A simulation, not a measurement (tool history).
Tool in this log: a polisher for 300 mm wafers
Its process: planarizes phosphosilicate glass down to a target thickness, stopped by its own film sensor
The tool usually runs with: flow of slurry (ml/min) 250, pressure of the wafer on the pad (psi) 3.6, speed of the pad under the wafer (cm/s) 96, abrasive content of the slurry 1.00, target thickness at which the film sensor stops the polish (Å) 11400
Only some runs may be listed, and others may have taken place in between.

run    hour  flow of slurry (ml/min)  pressure of the wafer on the pad (psi)  speed of the pad under the wafer (cm/s)  abrasive content of the slurry  target thickness at which the film sensor stops the polish (Å)  wafers since the last listed run  wafers polished on this pad  hours since the slurry nozzle was cleaned  hours since the head pressure was calibrated  hours since the slurry blender was calibrated  hours since the conditioning disc was replaced  incoming thickness of the incoming film, nm  time until the film sensor stopped the polish (s)
  1     0.0                      285                                     3.6                                       96                            1.00                                                           11400                                 0                         4220                                      610.7                                         397.1                                           99.8                                           647.1                                       2239.1                                               99.2
  2    62.7                      285                                     3.6                                       96                            1.00                                                           11400                               627                         4848                                      673.4                                         459.8                                          162.5                                           709.8                                       2236.9                                               96.1
       98.7  -- conditioning disc replaced and pad reconditioned
      102.4  -- slurry nozzle cleaned
  3   102.9                      250                                     3.6                                       96                            1.00                                                           11400                               372                         5220                                        0.5                                         500.0                                          202.7                                             4.2                                       2198.3                                               95.4
      158.3  -- worn pad replaced by a new one
  4   197.7                      170                                     3.6                                       96                            1.00                                                           11400                               909                          394                                       95.3                                         594.8                                          297.5                                            99.0                                       2242.1                                              101.9
  5   244.0                      250                                     3.6                                       96                            1.00                                                           11400                               463                          858                                      141.6                                         641.1                                          343.8                                           145.3                                       2213.6                                               97.7
  6   281.9                      250                                     3.6                                       96                            1.00                                                           14040                               379                         1237                                      179.5                                         679.0                                          381.7                                           183.2                                       2237.8                                               74.1
  7   349.5                      250                                     3.6                                       96                            1.00                                                           11400                               676                         1914                                      247.1                                         746.6                                          449.3                                           250.8                                       2211.4                                               96.1
  8   393.1                      250                                     3.6                                       96                            1.10                                                           11400                               436                         2351                                      290.7                                         790.2                                          492.9                                           294.4                                       2247.5                                               93.6
  9   462.1                      250                                     3.6                                       96                            1.00                                                           14420                               690                         3042                                      359.7                                         859.2                                          561.9                                           363.4                                       2248.9                                               73.7
 10   529.8                      180                                     4.0                                      128                            1.30                                                           11400                               677                         3719                                      427.4                                         926.9                                          629.6                                           431.1                                       2198.1                                               68.9
 11   580.0                      250                                     3.6                                       96                            1.00                                                            9050                               502                         4222                                      477.6                                         977.1                                          679.8                                           481.3                                       2230.5                                              117.0
      626.1  -- slurry blender recalibrated
 12   664.8                      250                                     3.6                                       96                            1.00                                                           11400                               829                         5051                                      562.4                                        1061.9                                           38.7                                           566.1                                       2227.4                                               96.2
 13   703.7                      250                                     3.6                                       76                            1.00                                                           11400                               389                         5441                                      601.3                                        1100.8                                           77.6                                           605.0                                       2257.8                                              111.4
      733.0  -- conditioning disc replaced and pad reconditioned
      748.1  -- worn pad replaced by a new one
 14   769.0                      250                                     3.6                                      116                            0.70                                                           14040                               593                          209                                      666.6                                        1166.1                                          142.9                                            36.0                                       2176.4                                               77.4
      798.2  -- slurry nozzle cleaned
 15   861.2                      170                                     2.8                                      116                            1.15                                                           11400                               913                         1122                                       63.0                                        1258.3                                          235.1                                           128.2                                       2258.6                                              109.5
 16   940.1                      295                                     3.6                                       96                            1.00                                                           11400                               789                         1912                                      141.9                                        1337.2                                          314.0                                           207.1                                       2211.8                                               95.0
 17   993.9                      180                                     4.8                                       96                            1.00                                                           11400                               538                         2450                                      195.7                                        1391.0                                          367.8                                           260.9                                       2215.8                                               78.7
     1186.7  -- head pressure recalibrated
 18  1190.1                      250                                     3.6                                       96                            1.00                                                           11400                              1944                         4395                                      391.9                                           3.4                                          564.0                                           457.1                                       2214.7                                               95.9
     1262.7  -- slurry blender recalibrated
 19  1264.1                      275                                     3.6                                       96                            0.80                                                           11400                               720                         5116                                      465.9                                          77.4                                            1.4                                           531.1                                       2229.8                                              109.4
 20  1336.4                      250                                     3.6                                       96                            1.00                                                           11400                               723                         5840                                      538.2                                         149.7                                           73.7                                           603.4                                       2249.7                                              100.1
     1424.7  -- worn pad replaced by a new one
 21  1425.2                      285                                     3.6                                       64                            1.00                                                            8130                               849                            4                                      627.0                                         238.5                                          162.5                                           692.2                                       2218.9                                              147.3
     1477.1  -- conditioning disc replaced and pad reconditioned
 22  1506.7                      250                                     3.6                                       96                            0.75                                                            8770                               795                          800                                      708.5                                         320.0                                          244.0                                            29.6                                       2228.2                                              142.7
     1549.7  -- slurry nozzle cleaned
 23  1717.0                      250                                     3.6                                       96                            1.00                                                           13100                              2095                         2896                                      167.3                                         530.3                                          454.3                                           239.9                                       2188.5                                               77.8
 24  1822.8                      325                                     3.6                                       66                            1.20                                                            9170                              1059                         3955                                      273.1                                         636.1                                          560.1                                           345.7                                       2230.1                                              128.7

Here are 5 independent what-if runs from the current tool condition. What would each one return?
  A  1823.3                      250                                     3.6                                       96                            1.00                                                           11400                                 5                         3960                                      273.6                                         636.6                                          560.6                                           346.2                                       2255.4                                                  ?
  B  1823.3                      250                                     4.7                                       96                            1.10                                                            8690                                 5                         3960                                      273.6                                         636.6                                          560.6                                           346.2                                       2255.4                                                  ?
  C  1823.3                      250                                     3.6                                       96                            1.00                                                           13340                                 5                         3960                                      273.6                                         636.6                                          560.6                                           346.2                                       2255.4                                                  ?
  D  1823.3                      250                                     3.6                                      112                            0.85                                                           11400                                 5                         3960                                      273.6                                         636.6                                          560.6                                           346.2                                       2255.4                                                  ?
  E  1823.3                      205                                     3.6                                       96                            1.00                                                           11400                                 5                         3960                                      273.6                                         636.6                                          560.6                                           346.2                                       2255.4                                                  ?

run  time until the film sensor stopped the polish (s)
  A                                              100.6
  B                                               94.5
  C                                               83.1
  D                                              102.0
  E                                              103.0
With the hidden condition removed and each run's random variation left untouched, the same runs would have given:
run  time until the film sensor stopped the polish (s)
  A                                              100.6
  B                                               94.5
  C                                               83.1
  D                                              102.0
  E                                              103.0

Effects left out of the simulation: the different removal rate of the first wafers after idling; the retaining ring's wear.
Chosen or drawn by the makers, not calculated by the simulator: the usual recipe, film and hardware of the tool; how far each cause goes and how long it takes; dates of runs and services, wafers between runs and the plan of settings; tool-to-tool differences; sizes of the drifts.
